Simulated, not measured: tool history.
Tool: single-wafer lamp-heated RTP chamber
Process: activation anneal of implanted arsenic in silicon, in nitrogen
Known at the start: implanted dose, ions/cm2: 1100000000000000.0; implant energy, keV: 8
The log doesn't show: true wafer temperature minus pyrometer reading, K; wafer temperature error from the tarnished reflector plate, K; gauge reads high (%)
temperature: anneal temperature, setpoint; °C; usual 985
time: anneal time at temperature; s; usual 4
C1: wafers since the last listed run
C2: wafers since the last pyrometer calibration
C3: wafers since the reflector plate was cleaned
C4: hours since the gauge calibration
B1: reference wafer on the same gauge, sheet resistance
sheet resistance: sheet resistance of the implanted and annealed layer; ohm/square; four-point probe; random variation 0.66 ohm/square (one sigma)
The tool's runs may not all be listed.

Run 1, hour 0.0: usual settings; C1 0; C2 4677; C3 3461; C4 374.2; B1 212.08. Result: sheet resistance 192.41 ohm/square.
At hour 47.1: pyrometer window cleaned and pyrometer calibrated.
Run 2, hour 55.8: usual settings; C1 1182; C2 215; C3 4644; C4 430.0; B1 211.93. Result: sheet resistance 194.16 ohm/square.
Run 3, hour 107.1: usual settings but time 6 s; C1 1269; C2 1484; C3 5913; C4 481.3; B1 211.79. Result: sheet resistance 186.09 ohm/square.
At hour 124.3: reflector plate cleaned.
Run 4, hour 177.1: usual settings but time 6 s; C1 1533; C2 3018; C3 1306; C4 551.3; B1 212.05. Result: sheet resistance 184.91 ohm/square.
Run 5, hour 219.4: usual settings; C1 1046; C2 4064; C3 2352; C4 593.6; B1 211.93. Result: sheet resistance 192.33 ohm/square.
Run 6, hour 275.6: usual settings but temperature 999 °C; C1 1390; C2 5454; C3 3742; C4 649.8; B1 212.07. Result: sheet resistance 182.48 ohm/square.
Run 7, hour 315.3: usual settings but temperature 999 °C; C1 982; C2 6436; C3 4724; C4 689.5; B1 211.80. Result: sheet resistance 182.10 ohm/square.
At hour 332.1: pyrometer window cleaned and pyrometer calibrated.
Run 8, hour 369.9: usual settings but temperature 1004 °C, time 3 s; C1 1152; C2 935; C3 5877; C4 744.1; B1 211.85. Result: sheet resistance 181.24 ohm/square.
At hour 386.5: reflector plate cleaned.
Run 9, hour 413.0: usual settings but temperature 1004 °C, time 3 s; C1 868; C2 1803; C3 655; C4 787.2; B1 211.86. Result: sheet resistance 181.51 ohm/square.
Run 10, hour 463.6: usual settings but temperature 1004 °C, time 3 s; C1 1251; C2 3055; C3 1906; C4 837.8; B1 212.04. Result: sheet resistance 180.18 ohm/square.
Run 11, hour 502.7: usual settings but time 3 s; C1 967; C2 4022; C3 2874; C4 876.9; B1 212.13. Result: sheet resistance 192.25 ohm/square.
Run 12, hour 572.1: usual settings; C1 1716; C2 5739; C3 4590; C4 946.3; B1 212.17. Result: sheet resistance 185.51 ohm/square.
Run 13, hour 641.5: usual settings but temperature 998 °C; C1 1716; C2 7456; C3 6307; C4 1015.7; B1 212.20. Result: sheet resistance 177.36 ohm/square.
At hour 654.8: pyrometer window cleaned and pyrometer calibrated, repeated, since the last time left the tool worse.
At hour 695.1: reflector plate cleaned.
Run 14, hour 704.1: usual settings but temperature 998 °C; C1 1152; C2 1022; C3 223; C4 1078.3; B1 212.07. Result: sheet resistance 184.83 ohm/square.
Run 15, hour 729.5: usual settings; C1 628; C2 1650; C3 851; C4 1103.7; B1 211.97. Result: sheet resistance 193.74 ohm/square.
At hour 916.9: pyrometer window cleaned and pyrometer calibrated.
Run 16, hour 917.6: usual settings but temperature 961 °C; C1 4455; C2 18; C3 5306; C4 1291.8; B1 211.99. Result: sheet resistance 208.57 ohm/square.
Run 17, hour 984.0: usual settings but temperature 971 °C; C1 1642; C2 1660; C3 6949; C4 1358.2; B1 212.11. Result: sheet resistance 202.25 ohm/square.
At hour 1006.9: reflector plate cleaned.
Run 18, hour 1028.5: usual settings but temperature 956 °C, time 3 s; C1 902; C2 2563; C3 533; C4 1402.7; B1 211.92. Result: sheet resistance 214.46 ohm/square.
At hour 1045.8: gauge calibrated.
Run 19, hour 1053.1: usual settings but temperature 997 °C; C1 608; C2 3172; C3 1141; C4 7.3; B1 211.99. Result: sheet resistance 185.05 ohm/square.

The next listed run, before its measurement:
Run 20, hour 1089.2: usual settings but temperature 958 °C; C1 893; C2 4065; C3 2034; C4 43.4; B1 ?. Result: sheet resistance ?.

{"run 20": {"B1": 211.99, "sheet resistance": 208.67}}
Without the tool's hidden state the same run would have given sheet resistance 210.60 ohm/square.
